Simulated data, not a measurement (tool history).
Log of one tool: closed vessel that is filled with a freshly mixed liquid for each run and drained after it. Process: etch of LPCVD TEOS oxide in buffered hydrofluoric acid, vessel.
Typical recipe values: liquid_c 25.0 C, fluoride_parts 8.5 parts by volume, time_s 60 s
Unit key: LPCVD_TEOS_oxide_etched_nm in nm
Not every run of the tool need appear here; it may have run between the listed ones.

run,hour,liquid_c,fluoride_parts,time_s,"read-back film thickness of the LPCVD TEOS oxide reference wafer, read on the same gauge (nm)",LPCVD_TEOS_oxide_etched_nm
1,0.0,25.0,8.5,60,70.01,200.10
2,29.6,21.0,10.0,60,69.99,138.64
3,55.1,21.0,10.0,60,70.00,138.71
4,70.2,21.0,10.0,60,69.99,138.79
5,86.9,25.0,6.5,60,69.97,261.69
6,101.9,25.0,6.5,60,69.99,263.77
7,133.9,25.0,6.5,60,69.99,261.61
8,152.0,25.0,8.5,60,69.99,202.38
9,225.9,25.0,8.5,60,69.98,199.06
10,255.4,28.5,7.5,60,70.01,276.12
11,288.9,28.5,7.5,60,70.03,277.50
# hour 305.4: thermometer replaced
12,322.5,25.0,8.5,60,70.01,212.00
13,334.9,25.0,8.5,85,69.99,305.06
14,355.7,21.5,5.5,35,69.99,154.59
15,371.7,26.5,8.5,60,70.01,229.27
# hour 460.8: gauge calibrated
# hour 477.4: hydrofluoric acid flow meter replaced
16,478.9,22.0,7.0,40,70.02,143.40
17,504.6,25.0,8.5,60,70.02,206.19
18,531.6,25.0,8.5,60,70.00,206.78
19,547.9,29.5,8.5,90,69.98,393.96
20,573.7,22.0,8.5,60,70.01,175.09
21,607.7,25.0,8.5,80,69.97,275.94
22,632.8,25.0,8.5,60,70.01,207.95
23,709.3,29.5,8.5,90,69.99,391.39
24,732.6,25.0,5.0,30,69.98,169.34
25,758.5,25.0,7.0,35,70.04,148.27
26,828.3,25.0,10.0,60,70.02,179.94
27,841.4,21.0,8.5,45,69.99,124.08

Selected run-to-run steps in LPCVD_TEOS_oxide_etched_nm, each split into two signed amounts: the part the tool would show with no hidden state at all (from settings, incoming material and random variation), and the remainder, which goes to the hidden state together with any gauge scatter not common to the measured and the hidden-state-free results:
Hidden state at play: liquid colder than its thermometer reads (K); hydrofluoric acid flow above the setpoint (%); gauge reads high (%).
Run 11 -> 12: liquid_c 28.5 -> 25.0, fluoride_parts 7.5 -> 8.5, thermometer replaced. LPCVD_TEOS_oxide_etched_nm -65.50 nm: hidden state +16.85, all else -82.35.
Run 15 -> 16: liquid_c 26.5 -> 22.0, fluoride_parts 8.5 -> 7.0, time_s 60 -> 40, gauge calibrated, hydrofluoric acid flow meter replaced. LPCVD_TEOS_oxide_etched_nm -85.87 nm: hidden state -7.99, all else -77.88.
Run 19 -> 20: liquid_c 29.5 -> 22.0, time_s 90 -> 60. LPCVD_TEOS_oxide_etched_nm -218.87 nm: hidden state +1.40, all else -220.27.
Run 23 -> 24: liquid_c 29.5 -> 25.0, fluoride_parts 8.5 -> 5.0, time_s 90 -> 30. LPCVD_TEOS_oxide_etched_nm -222.05 nm: hidden state +1.58, all else -223.63.
